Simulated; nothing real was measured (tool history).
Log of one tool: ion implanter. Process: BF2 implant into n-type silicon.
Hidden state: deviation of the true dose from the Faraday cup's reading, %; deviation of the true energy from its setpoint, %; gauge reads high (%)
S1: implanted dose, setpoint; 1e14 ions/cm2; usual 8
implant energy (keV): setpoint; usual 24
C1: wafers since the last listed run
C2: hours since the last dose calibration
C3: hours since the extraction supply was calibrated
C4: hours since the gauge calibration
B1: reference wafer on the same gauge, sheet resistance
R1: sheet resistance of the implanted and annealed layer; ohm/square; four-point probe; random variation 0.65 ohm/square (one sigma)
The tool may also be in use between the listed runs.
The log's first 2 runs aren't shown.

{"run": 3, "hour": 49.1, "S1": 7.38, "implant energy (keV)": 28, "C1": 382, "C2": 1206, "C3": 5956.3, "C4": 593.5, "B1": 150.87, "R1": 178.81}
{"run": 4, "hour": 79.5, "S1": 6.61, "implant energy (keV)": 26.5, "C1": 428, "C2": 1236.4, "C3": 5986.7, "C4": 623.9, "B1": 151.03, "R1": 193.65}
{"run": 5, "hour": 95.9, "S1": 6.61, "implant energy (keV)": 26.5, "C1": 231, "C2": 1252.8, "C3": 6003.1, "C4": 640.3, "B1": 151.08, "R1": 192.76}
{"run": 6, "hour": 108.5, "S1": 6.61, "implant energy (keV)": 26.5, "C1": 177, "C2": 1265.4, "C3": 6015.7, "C4": 652.9, "B1": 150.91, "R1": 192.68}
{"run": 7, "hour": 128.0, "S1": 8, "implant energy (keV)": 26.5, "C1": 275, "C2": 1284.9, "C3": 6035.2, "C4": 672.4, "B1": 151.09, "R1": 177.62}
{"run": 8, "hour": 161.3, "S1": 8, "implant energy (keV)": 24, "C1": 469, "C2": 1318.2, "C3": 6068.5, "C4": 705.7, "B1": 151.23, "R1": 185.41}
{"run": 9, "hour": 191.3, "S1": 8, "implant energy (keV)": 24, "C1": 423, "C2": 1348.2, "C3": 6098.5, "C4": 735.7, "B1": 151.22, "R1": 186.86}
{"run": 10, "hour": 216.4, "S1": 8, "implant energy (keV)": 24, "C1": 354, "C2": 1373.3, "C3": 6123.6, "C4": 760.8, "B1": 151.09, "R1": 185.5}
{"run": 11, "hour": 247.5, "S1": 8.9, "implant energy (keV)": 24, "C1": 438, "C2": 1404.4, "C3": 6154.7, "C4": 791.9, "B1": 151.1, "R1": 180.52}
{"run": 12, "hour": 260.0, "S1": 6.65, "implant energy (keV)": 20.5, "C1": 176, "C2": 1416.9, "C3": 6167.2, "C4": 804.4, "B1": 150.84, "R1": 211.74}
{"run": 13, "hour": 291.4, "S1": 6.78, "implant energy (keV)": 24, "C1": 443, "C2": 1448.3, "C3": 6198.6, "C4": 835.8, "B1": 150.83, "R1": 198.04}
{"run": 14, "hour": 319.2, "S1": 6.78, "implant energy (keV)": 24, "C1": 392, "C2": 1476.1, "C3": 6226.4, "C4": 863.6, "B1": 150.95, "R1": 197.36}
{"run": 15, "hour": 334.3, "S1": 9.29, "implant energy (keV)": 27.5, "C1": 213, "C2": 1491.2, "C3": 6241.5, "C4": 878.7, "B1": 151, "R1": 167}
{"run": 16, "hour": 362.3, "S1": 5.77, "implant energy (keV)": 31, "C1": 395, "C2": 1519.2, "C3": 6269.5, "C4": 906.7, "B1": 151.04, "R1": 199.91}
{"run": 17, "hour": 422.2, "S1": 8, "implant energy (keV)": 24, "C1": 845, "C2": 1579.1, "C3": 6329.4, "C4": 966.6, "B1": 151.1, "R1": 185.32}
{"run": 18, "hour": 438.1, "S1": 8.93, "implant energy (keV)": 24, "C1": 224, "C2": 1595, "C3": 6345.3, "C4": 982.5, "B1": 151.1, "R1": 179.94}
{"run": 19, "hour": 466.8, "S1": 6.6, "implant energy (keV)": 19, "C1": 404, "C2": 1623.7, "C3": 6374, "C4": 1011.2, "B1": 150.91, "R1": 218.43}
{"hour": 496.9, "done": "extraction supply calibrated"}
{"run": 20, "hour": 497.4, "S1": 8, "implant energy (keV)": 29.5, "C1": 318, "C2": 1654.3, "C3": 0.5, "C4": 1041.8, "B1": 151.18, "R1": 170.29}

Forecast run 21:
{"run": 21, "hour": 511.8, "S1": 6.23, "implant energy (keV)": 28, "C1": 203, "C2": 1668.7, "C3": 14.9, "C4": 1056.2, "B1": "?", "R1": "?"}

{"run 21": {"B1": 150.93, "R1": 194.98}}
Without the tool's hidden state the same run would have given R1 194.98 ohm/square.
